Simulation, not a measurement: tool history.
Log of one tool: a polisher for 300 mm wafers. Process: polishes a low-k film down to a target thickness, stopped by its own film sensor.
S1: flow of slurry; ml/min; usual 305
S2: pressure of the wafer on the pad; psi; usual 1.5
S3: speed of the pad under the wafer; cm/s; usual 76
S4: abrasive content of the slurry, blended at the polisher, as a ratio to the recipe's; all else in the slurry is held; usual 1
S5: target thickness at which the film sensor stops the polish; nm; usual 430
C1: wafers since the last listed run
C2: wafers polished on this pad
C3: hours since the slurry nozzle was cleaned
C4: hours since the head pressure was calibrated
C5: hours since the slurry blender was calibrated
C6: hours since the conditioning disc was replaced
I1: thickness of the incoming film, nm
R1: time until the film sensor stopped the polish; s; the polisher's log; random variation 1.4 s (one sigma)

| run | day | S1 | S2 | S3 | S4 | S5 | C1 | C2 | C3 | C4 | C5 | C6 | I1 | R1 |
|---|---|---|---|---|---|---|---|---|---|---|---|---|---|---|
| 1 | 0 | 305 | 1.5 | 76 | 1 | 430 | 0 | 1654 | 248.4 | 11.6 | 392.4 | 414.4 | 453.1 | 98.5 |
|  | 0.558 | slurry blender recalibrated |
|  | 1.333 | conditioning disc replaced and pad reconditioned |
| 2 | 2.25 | 305 | 1.5 | 76 | 1 | 430 | 505 | 2160 | 302.4 | 65.6 | 40.6 | 22 | 445.5 | 63.7 |
|  | 7.521 | slurry nozzle cleaned |
|  | 8.017 | worn pad replaced by a new one |
| 3 | 9.767 | 305 | 1.5 | 76 | 1 | 430 | 1773 | 424 | 53.9 | 246 | 221 | 202.4 | 442.2 | 48.4 |
| 4 | 11.767 | 305 | 1.5 | 76 | 1 | 430 | 485 | 910 | 101.9 | 294 | 269 | 250.4 | 451.2 | 82.1 |
| 5 | 14.621 | 305 | 1.5 | 76 | 1 | 430 | 692 | 1602 | 170.4 | 362.5 | 337.5 | 318.9 | 455.1 | 99.5 |
| 6 | 16.796 | 355 | 1.5 | 76 | 1 | 436 | 527 | 2130 | 222.6 | 414.7 | 389.7 | 371.1 | 457.1 | 83.6 |
|  | 18.004 | slurry blender recalibrated |
| 7 | 18.433 | 265 | 1.2 | 98 | 0.75 | 430 | 377 | 2508 | 261.9 | 454 | 10.3 | 410.4 | 447.8 | 100.5 |
| 8 | 21.05 | 225 | 1.5 | 94 | 1 | 436 | 635 | 3143 | 324.7 | 516.8 | 73.1 | 473.2 | 446.2 | 35 |
|  | 21.229 | conditioning disc replaced and pad reconditioned |
|  | 23.038 | slurry nozzle cleaned |
| 9 | 23.167 | 305 | 1 | 76 | 1 | 424 | 483 | 3626 | 3.1 | 567.6 | 123.9 | 46.5 | 445.7 | 123.5 |
| 10 | 25.621 | 265 | 1.5 | 76 | 1 | 423 | 595 | 4222 | 62 | 626.5 | 182.8 | 105.4 | 449.7 | 103.6 |
|  | 27.292 | worn pad replaced by a new one |
| 11 | 27.312 | 305 | 1.5 | 76 | 1 | 430 | 370 | 4 | 102.6 | 667.1 | 223.4 | 146 | 443.1 | 50.6 |
|  | 27.517 | head pressure recalibrated |
| 12 | 29.8 | 355 | 1.9 | 76 | 1 | 430 | 583 | 588 | 162.3 | 54.8 | 283.1 | 205.7 | 450.5 | 64.6 |
| 13 | 32.038 | 305 | 1.5 | 76 | 1.15 | 428 | 543 | 1131 | 216 | 108.5 | 336.8 | 259.4 | 450.5 | 83.2 |
| 14 | 33.933 | 305 | 1.5 | 58 | 0.9 | 430 | 460 | 1591 | 261.5 | 154 | 382.3 | 304.9 | 455 | 125.2 |
|  | 34.221 | slurry blender recalibrated |
| 15 | 34.979 | 355 | 1.9 | 76 | 1 | 430 | 233 | 1825 | 286.6 | 179.1 | 18.2 | 330 | 455.3 | 79.9 |
| 16 | 37.404 | 305 | 1.5 | 76 | 1 | 430 | 588 | 2413 | 344.8 | 237.3 | 76.4 | 388.2 | 453.7 | 92.4 |
| 17 | 39.704 | 375 | 1.5 | 76 | 1 | 433 | 558 | 2971 | 400 | 292.5 | 131.6 | 443.4 | 442.8 | 37.5 |
|  | 40.467 | conditioning disc replaced and pad reconditioned |
|  | 40.542 | slurry nozzle cleaned |
| 18 | 41.025 | 305 | 1.5 | 76 | 1 | 430 | 290 | 3262 | 11.6 | 324.2 | 163.3 | 13.4 | 454.9 | 99.3 |
| 19 | 43.242 | 305 | 1.5 | 58 | 0.9 | 430 | 538 | 3800 | 64.8 | 377.4 | 216.5 | 66.6 | 448.1 | 86.1 |
| 20 | 45.283 | 375 | 1.5 | 86 | 1 | 430 | 495 | 4295 | 113.8 | 426.4 | 265.5 | 115.6 | 455 | 90.4 |
|  | 45.583 | worn pad replaced by a new one |
| 21 | 50.342 | 305 | 1.2 | 76 | 1 | 430 | 1187 | 1154 | 235.2 | 547.8 | 386.9 | 237 | 448.6 | 85.1 |
|  | 50.804 | slurry blender recalibrated |
| 22 | 53.108 | 305 | 1.3 | 70 | 1 | 430 | 651 | 1806 | 301.6 | 614.2 | 55.3 | 303.4 | 450.5 | 94.3 |
| 23 | 54.517 | 305 | 1.5 | 52 | 1 | 430 | 341 | 2148 | 335.4 | 648 | 89.1 | 337.2 | 452.2 | 97.6 |
|  | 55.388 | head pressure recalibrated |
| 24 | 56.529 | 305 | 1.1 | 82 | 1 | 425 | 468 | 2616 | 383.7 | 27.4 | 137.4 | 385.5 | 440.8 | 90.4 |

5 ways to go on from here, each from the tool as it stands after run 24. What would each give?
| A | 56.546 | 305 | 1.5 | 76 | 1 | 430 | 4 | 2620 | 384.1 | 27.8 | 137.8 | 385.9 | 452.3 | ? |
| B | 56.546 | 215 | 1.9 | 76 | 1.1 | 430 | 4 | 2620 | 384.1 | 27.8 | 137.8 | 385.9 | 452.3 | ? |
| C | 56.546 | 360 | 1.5 | 70 | 1 | 430 | 4 | 2620 | 384.1 | 27.8 | 137.8 | 385.9 | 452.3 | ? |
| D | 56.546 | 305 | 1.5 | 76 | 1.15 | 427 | 4 | 2620 | 384.1 | 27.8 | 137.8 | 385.9 | 452.3 | ? |
| E | 56.546 | 350 | 1.5 | 50 | 1.2 | 430 | 4 | 2620 | 384.1 | 27.8 | 137.8 | 385.9 | 452.3 | ? |

| run | R1 |
|---|---|
| A | 93.7 |
| B | 70.4 |
| C | 96.9 |
| D | 96.5 |
| E | 100.7 |
Without the tool's hidden state the same runs would have given:
| run | R1 |
|---|---|
| A | 92.7 |
| B | 69.6 |
| C | 95.8 |
| D | 95.4 |
| E | 99.6 |

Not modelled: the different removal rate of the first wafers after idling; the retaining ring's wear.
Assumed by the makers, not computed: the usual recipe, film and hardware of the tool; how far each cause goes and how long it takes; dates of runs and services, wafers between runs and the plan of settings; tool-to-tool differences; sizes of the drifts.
